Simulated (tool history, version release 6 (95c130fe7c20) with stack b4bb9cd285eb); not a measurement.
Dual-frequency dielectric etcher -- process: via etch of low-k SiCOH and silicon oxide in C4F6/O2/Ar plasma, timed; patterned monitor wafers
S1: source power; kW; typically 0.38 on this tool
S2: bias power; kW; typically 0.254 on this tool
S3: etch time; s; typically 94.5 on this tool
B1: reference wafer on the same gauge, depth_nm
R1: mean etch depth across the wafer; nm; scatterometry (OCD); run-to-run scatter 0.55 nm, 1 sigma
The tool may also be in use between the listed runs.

run,day,S1,S2,S3,B1,R1
1,0,0.41,0.254,94.5,321,315
# day 0.821: wet clean of the chamber
2,2.971,0.41,0.254,94.5,321,310.9
3,5.579,0.38,0.254,94.5,320.9,302.6
4,6.633,0.38,0.254,94.5,321,302.9
5,8.158,0.38,0.216,72,321,217.1
6,10.179,0.38,0.216,72,321,218.5
7,11.983,0.38,0.216,72,321.1,218.3
8,14.412,0.38,0.254,114,321,368.9
9,16.654,0.38,0.254,94.5,321,305.9
10,18.317,0.38,0.254,94.5,320.9,307.1
11,20.208,0.38,0.271,94.5,320.9,316.1
# day 22.354: wet clean of the chamber
12,22.875,0.38,0.254,114.5,321,366.5
13,23.904,0.38,0.254,114.5,321,367.1
# day 25.229: upper electrode replaced
14,26,0.3,0.254,94.5,321,282.8
# day 26.729: source power generator calibrated
15,27.779,0.31,0.203,113.5,321,310.5
16,29.75,0.44,0.308,106.5,321.2,382.2
17,30.929,0.38,0.254,94.5,321,301.7
# day 32.175: bias power generator calibrated
18,32.762,0.38,0.216,72,321,216.5

For run 19, what comes out?
19,35.138,0.43,0.29,111.5,?,?

Run 19 came out at B1 320.9, R1 391.4 nm.
With no hidden state in the tool, this same run would have given R1 384.4 nm.
